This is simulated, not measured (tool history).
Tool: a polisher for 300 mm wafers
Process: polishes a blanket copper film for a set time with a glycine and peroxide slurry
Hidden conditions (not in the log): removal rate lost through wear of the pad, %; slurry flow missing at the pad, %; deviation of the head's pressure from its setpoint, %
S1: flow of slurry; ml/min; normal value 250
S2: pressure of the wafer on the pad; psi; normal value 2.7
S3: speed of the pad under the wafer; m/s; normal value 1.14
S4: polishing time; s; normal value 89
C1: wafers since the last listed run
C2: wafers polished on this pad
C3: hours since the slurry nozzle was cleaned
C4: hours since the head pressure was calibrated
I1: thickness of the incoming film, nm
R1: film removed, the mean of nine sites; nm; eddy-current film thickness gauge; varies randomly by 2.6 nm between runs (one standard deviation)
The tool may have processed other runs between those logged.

| run | hour | S1 | S2 | S3 | S4 | C1 | C2 | C3 | C4 | I1 | R1 |
|---|---|---|---|---|---|---|---|---|---|---|---|
| 1 | 0.0 | 250 | 2.7 | 1.14 | 89 | 0 | 1542 | 30.8 | 511.8 | 1842.9 | 435.6 |
|  | 14.7 | worn pad replaced by a new one |
| 2 | 20.8 | 250 | 2.7 | 1.14 | 89 | 195 | 71 | 51.6 | 532.6 | 1846.6 | 433.6 |
| 3 | 42.1 | 250 | 2.7 | 1.14 | 89 | 247 | 319 | 72.9 | 553.9 | 1840.6 | 435.5 |
| 4 | 76.4 | 250 | 2.7 | 1.14 | 89 | 398 | 717 | 107.2 | 588.2 | 1880.3 | 435.6 |
| 5 | 100.1 | 250 | 2.7 | 1.14 | 89 | 275 | 993 | 130.9 | 611.9 | 1840.4 | 432.3 |
|  | 184.4 | worn pad replaced by a new one |
| 6 | 193.4 | 250 | 2.7 | 1.14 | 89 | 1038 | 104 | 224.2 | 705.2 | 1827.4 | 429.6 |
| 7 | 224.3 | 250 | 2.7 | 1.14 | 89 | 359 | 463 | 255.1 | 736.1 | 1853.6 | 428.3 |
| 8 | 247.5 | 250 | 2.7 | 1.30 | 89 | 269 | 733 | 278.3 | 759.3 | 1848.3 | 476.4 |
| 9 | 280.4 | 250 | 3.4 | 1.14 | 89 | 382 | 1116 | 311.2 | 792.2 | 1855.7 | 497.0 |
| 10 | 311.7 | 250 | 2.7 | 1.14 | 89 | 364 | 1480 | 342.5 | 823.5 | 1837.9 | 429.8 |
|  | 330.9 | worn pad replaced by a new one |
| 11 | 331.4 | 250 | 2.7 | 1.14 | 89 | 182 | 5 | 362.2 | 843.2 | 1871.4 | 424.9 |
| 12 | 351.0 | 250 | 2.7 | 1.14 | 89 | 227 | 233 | 381.8 | 862.8 | 1863.1 | 425.0 |
| 13 | 383.5 | 250 | 2.7 | 1.14 | 89 | 378 | 611 | 414.3 | 895.3 | 1849.0 | 419.5 |
| 14 | 419.4 | 250 | 2.7 | 1.14 | 89 | 417 | 1028 | 450.2 | 931.2 | 1840.9 | 419.3 |
| 15 | 440.1 | 210 | 2.7 | 0.88 | 105 | 240 | 1269 | 470.9 | 951.9 | 1813.1 | 384.9 |
| 16 | 455.2 | 250 | 3.1 | 1.14 | 89 | 175 | 1445 | 486.0 | 967.0 | 1850.8 | 453.8 |
| 17 | 481.7 | 250 | 2.0 | 1.14 | 107 | 308 | 1753 | 512.5 | 993.5 | 1830.8 | 415.6 |
|  | 487.6 | slurry nozzle cleaned |
|  | 503.5 | worn pad replaced by a new one |
| 18 | 516.0 | 250 | 3.6 | 1.14 | 112 | 340 | 145 | 28.4 | 1027.8 | 1864.3 | 583.2 |
| 19 | 535.3 | 175 | 2.7 | 1.14 | 117 | 224 | 369 | 47.7 | 1047.1 | 1873.0 | 452.7 |
|  | 547.7 | head pressure recalibrated |
| 20 | 561.4 | 325 | 3.1 | 1.14 | 89 | 280 | 649 | 73.8 | 13.7 | 1863.6 | 445.9 |
| 21 | 597.7 | 250 | 2.1 | 1.14 | 80 | 422 | 1072 | 110.1 | 50.0 | 1859.3 | 295.7 |
|  | 599.2 | slurry nozzle cleaned, repeated, since the last time left the tool worse |
| 22 | 615.1 | 250 | 2.7 | 1.14 | 67 | 190 | 1262 | 15.9 | 67.4 | 1818.0 | 324.7 |
| 23 | 627.4 | 250 | 2.7 | 1.14 | 89 | 143 | 1405 | 28.2 | 79.7 | 1854.0 | 433.7 |
| 24 | 651.4 | 205 | 3.4 | 1.28 | 89 | 279 | 1685 | 52.2 | 103.7 | 1852.0 | 547.1 |
|  | 665.0 | worn pad replaced by a new one |
| 25 | 683.8 | 250 | 2.7 | 1.38 | 59 | 330 | 219 | 84.6 | 136.1 | 1848.6 | 340.0 |
| 26 | 698.0 | 250 | 1.9 | 1.14 | 100 | 165 | 384 | 98.8 | 150.3 | 1877.1 | 401.4 |
| 27 | 724.5 | 250 | 2.7 | 1.14 | 89 | 308 | 692 | 125.3 | 176.8 | 1872.9 | 430.8 |
| 28 | 746.3 | 250 | 2.7 | 1.14 | 89 | 253 | 946 | 147.1 | 198.6 | 1853.8 | 435.4 |
| 29 | 781.7 | 250 | 2.0 | 1.14 | 89 | 411 | 1357 | 182.5 | 234.0 | 1860.4 | 361.8 |

What the log doesn't show, run by run:
removal rate lost through wear of the pad, %: 0 across all the runs
deviation of the head's pressure from its setpoint, %: 0 across all the runs
H1: slurry flow missing at the pad, %
| run | H1 |
|---|---|
| 1 | 1.35 |
| 2 | 1.53 |
| 3 | 1.82 |
| 4 | 2.48 |
| 5 | 3.08 |
| 6 | 6.63 |
| 7 | 8.22 |
| 8 | 9.54 |
| 9 | 11.6 |
| 10 | 13.8 |
| 11 | 15.3 |
| 12 | 16.9 |
| 13 | 19.6 |
| 14 | 23 |
| 15 | 25 |
| 16 | 26.5 |
| 17 | 29.4 |
| 18 | 50.8 |
| 19 | 51 |
| 20 | 51.3 |
| 21 | 52 |
| 22 | 1.85 |
| 23 | 1.91 |
| 24 | 2.11 |
| 25 | 2.59 |
| 26 | 2.87 |
| 27 | 3.5 |
| 28 | 4.14 |
| 29 | 5.39 |
